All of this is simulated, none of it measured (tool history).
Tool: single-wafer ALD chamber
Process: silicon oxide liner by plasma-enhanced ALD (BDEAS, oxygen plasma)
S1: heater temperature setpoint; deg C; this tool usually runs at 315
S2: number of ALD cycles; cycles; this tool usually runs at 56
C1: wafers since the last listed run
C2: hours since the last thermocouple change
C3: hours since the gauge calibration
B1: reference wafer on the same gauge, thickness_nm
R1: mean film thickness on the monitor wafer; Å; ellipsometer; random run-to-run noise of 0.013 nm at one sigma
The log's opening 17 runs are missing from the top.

run,day,S1,S2,C1,C2,C3,B1,R1
18,47.017,315,56,698,755.8,1978.3,5.183,50.56
19,48.729,306,60,289,796.9,2019.4,5.183,54.91
# day 50.788: thermocouple changed; heater temperature recalibrated
20,52.871,324,60,644,50,2118.8,5.185,53.4
21,57.15,330,64,724,152.7,2221.5,5.174,56.73
# day 62.371: gauge calibrated
22,67.221,309,65,1704,394.4,116.4,5.179,59
23,69.138,315,56,324,440.4,162.4,5.174,50.76
24,71.888,315,62,465,506.4,228.4,5.177,55.83
25,75.721,323,63,648,598.4,320.4,5.18,56.16
26,78.312,315,56,438,660.6,382.6,5.178,50.44
27,81.408,308,65,523,734.9,456.9,5.177,59.16
28,84.371,315,47,501,806,528,5.177,42.54
# day 85.388: thermocouple changed; heater temperature recalibrated
29,88.038,301,62,564,63.6,616,5.179,56.87
30,90.308,301,67,384,118.1,670.5,5.179,61.79
31,94.567,307,50,720,220.3,772.7,5.182,45.51
32,98.738,327,60,705,320.4,872.8,5.175,53.09
33,102.617,315,60,656,413.5,965.9,5.181,54.08

4 ways to go on from here, each from the tool as it stands after run 33. What would each give?
A,102.638,315,50,3,414,966.4,?,?
B,102.638,329,56,3,414,966.4,?,?
C,102.638,329,46,3,414,966.4,?,?
D,102.638,305,48,3,414,966.4,?,?

run,B1,R1
A,5.183,45.28
B,5.183,49.82
C,5.183,40.93
D,5.183,44.02
Stripped of hidden state, with their random variation kept, the same runs would have yielded:
run,R1
A,45.28
B,49.82
C,40.93
D,44.02
